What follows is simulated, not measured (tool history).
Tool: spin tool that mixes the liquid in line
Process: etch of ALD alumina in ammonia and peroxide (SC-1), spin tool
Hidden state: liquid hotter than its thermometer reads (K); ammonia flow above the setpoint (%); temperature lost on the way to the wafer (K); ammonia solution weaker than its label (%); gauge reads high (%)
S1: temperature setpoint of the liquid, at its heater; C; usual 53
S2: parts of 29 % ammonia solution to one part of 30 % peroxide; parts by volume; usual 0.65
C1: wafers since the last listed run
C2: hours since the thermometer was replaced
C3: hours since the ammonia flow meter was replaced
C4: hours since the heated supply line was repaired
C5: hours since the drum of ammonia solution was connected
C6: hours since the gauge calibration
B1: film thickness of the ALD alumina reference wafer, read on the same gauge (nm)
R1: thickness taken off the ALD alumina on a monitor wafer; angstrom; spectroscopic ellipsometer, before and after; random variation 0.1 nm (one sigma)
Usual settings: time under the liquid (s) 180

run 1 hour=0 | S1=53 S2=0.65 time_under_the_liquid_(s)=180 | C1=0 C2=719.1 C3=1880.5 C4=2075.4 C5=143.1 C6=44 | B1=89.98 | R1=157.7
run 2 hour=61.8 | S1=53 S2=0.65 time_under_the_liquid_(s)=180 | C1=293 C2=780.9 C3=1942.3 C4=2137.2 C5=204.9 C6=105.8 | B1=90 | R1=160.3
run 3 hour=111 | S1=53 S2=0.65 time_under_the_liquid_(s)=180 | C1=233 C2=830.1 C3=1991.5 C4=2186.4 C5=254.1 C6=155 | B1=90 | R1=159.6
-- hour=165.8 new drum of ammonia solution connected
run 4 hour=174.2 | S1=53 S2=0.65 time_under_the_liquid_(s)=180 | C1=295 C2=893.3 C3=2054.7 C4=2249.6 C5=8.4 C6=218.2 | B1=90 | R1=161.4
run 5 hour=219.8 | S1=60 S2=0.6 time_under_the_liquid_(s)=180 | C1=216 C2=938.9 C3=2100.3 C4=2295.2 C5=54 C6=263.8 | B1=90.03 | R1=229.2
run 6 hour=278.6 | S1=60 S2=0.6 time_under_the_liquid_(s)=180 | C1=279 C2=997.7 C3=2159.1 C4=2354 C5=112.8 C6=322.6 | B1=89.98 | R1=226.5
run 7 hour=333.9 | S1=60 S2=0.6 time_under_the_liquid_(s)=180 | C1=262 C2=1053 C3=2214.4 C4=2409.3 C5=168.1 C6=377.9 | B1=90 | R1=231.5
run 8 hour=387.7 | S1=53 S2=0.55 time_under_the_liquid_(s)=180 | C1=255 C2=1106.8 C3=2268.2 C4=2463.1 C5=221.9 C6=431.7 | B1=90.01 | R1=155.2
-- hour=413.8 ammonia flow meter replaced
-- hour=416.4 heated supply line repaired
run 9 hour=442.2 | S1=53 S2=0.55 time_under_the_liquid_(s)=180 | C1=249 C2=1161.3 C3=28.4 C4=25.8 C5=276.4 C6=486.2 | B1=89.97 | R1=157.4
-- hour=445 new drum of ammonia solution connected
run 10 hour=469.6 | S1=53 S2=0.55 time_under_the_liquid_(s)=180 | C1=125 C2=1188.7 C3=55.8 C4=53.2 C5=24.6 C6=513.6 | B1=90.02 | R1=156.7
-- hour=483.2 thermometer replaced
run 11 hour=535.1 | S1=53 S2=0.65 time_under_the_liquid_(s)=180 | C1=306 C2=51.9 C3=121.3 C4=118.7 C5=90.1 C6=579.1 | B1=89.99 | R1=158.4
run 12 hour=580.3 | S1=53 S2=0.65 time_under_the_liquid_(s)=180 | C1=214 C2=97.1 C3=166.5 C4=163.9 C5=135.3 C6=624.3 | B1=90 | R1=157.9
run 13 hour=648.7 | S1=45.5 S2=0.65 time_under_the_liquid_(s)=180 | C1=324 C2=165.5 C3=234.9 C4=232.3 C5=203.7 C6=692.7 | B1=89.99 | R1=106.8
run 14 hour=697.6 | S1=59.5 S2=0.4 time_under_the_liquid_(s)=180 | C1=232 C2=214.4 C3=283.8 C4=281.2 C5=252.6 C6=741.6 | B1=89.99 | R1=215.6
-- hour=747.6 new drum of ammonia solution connected
run 15 hour=748.4 | S1=43 S2=0.85 time_under_the_liquid_(s)=150 | C1=236 C2=265.2 C3=334.6 C4=332 C5=0.8 C6=792.4 | B1=90.02 | R1=77.6
run 16 hour=805.4 | S1=53 S2=0.65 time_under_the_liquid_(s)=105 | C1=270 C2=322.2 C3=391.6 C4=389 C5=57.8 C6=849.4 | B1=89.99 | R1=93.4
-- hour=812 gauge calibrated
run 17 hour=866.1 | S1=53 S2=0.65 time_under_the_liquid_(s)=215 | C1=288 C2=382.9 C3=452.3 C4=449.7 C5=118.5 C6=54.1 | B1=90.01 | R1=189.3
run 18 hour=924.6 | S1=49 S2=0.4 time_under_the_liquid_(s)=180 | C1=277 C2=441.4 C3=510.8 C4=508.2 C5=177 C6=112.6 | B1=89.95 | R1=123.3
run 19 hour=981.3 | S1=46.5 S2=0.35 time_under_the_liquid_(s)=290 | C1=269 C2=498.1 C3=567.5 C4=564.9 C5=233.7 C6=169.3 | B1=89.99 | R1=170.4
-- hour=1029.2 new drum of ammonia solution connected
run 20 hour=1032.6 | S1=56 S2=0.35 time_under_the_liquid_(s)=235 | C1=238 C2=549.4 C3=618.8 C4=616.2 C5=3.4 C6=220.6 | B1=90.02 | R1=230.9

4 ways to go on from here, each from the tool as it stands after run 20. What would each give?
run A hour=1033.1 | S1=53 S2=0.75 time_under_the_liquid_(s)=180 | C1=2 C2=549.9 C3=619.3 C4=616.7 C5=3.9 C6=221.1 | B1=? | R1=?
run B hour=1033.1 | S1=53 S2=0.9 time_under_the_liquid_(s)=115 | C1=2 C2=549.9 C3=619.3 C4=616.7 C5=3.9 C6=221.1 | B1=? | R1=?
run C hour=1033.1 | S1=62.5 S2=0.65 time_under_the_liquid_(s)=210 | C1=2 C2=549.9 C3=619.3 C4=616.7 C5=3.9 C6=221.1 | B1=? | R1=?
run D hour=1033.1 | S1=58 S2=0.65 time_under_the_liquid_(s)=105 | C1=2 C2=549.9 C3=619.3 C4=616.7 C5=3.9 C6=221.1 | B1=? | R1=?

run=A B1=90.02 R1=161.6
run=B B1=90.02 R1=105.1
run=C B1=90.02 R1=305.2
run=D B1=90.02 R1=121.2
Without the tool's hidden state the same runs would have given:
run=A R1=161.6
run=B R1=105.1
run=C R1=305.2
run=D R1=121.2

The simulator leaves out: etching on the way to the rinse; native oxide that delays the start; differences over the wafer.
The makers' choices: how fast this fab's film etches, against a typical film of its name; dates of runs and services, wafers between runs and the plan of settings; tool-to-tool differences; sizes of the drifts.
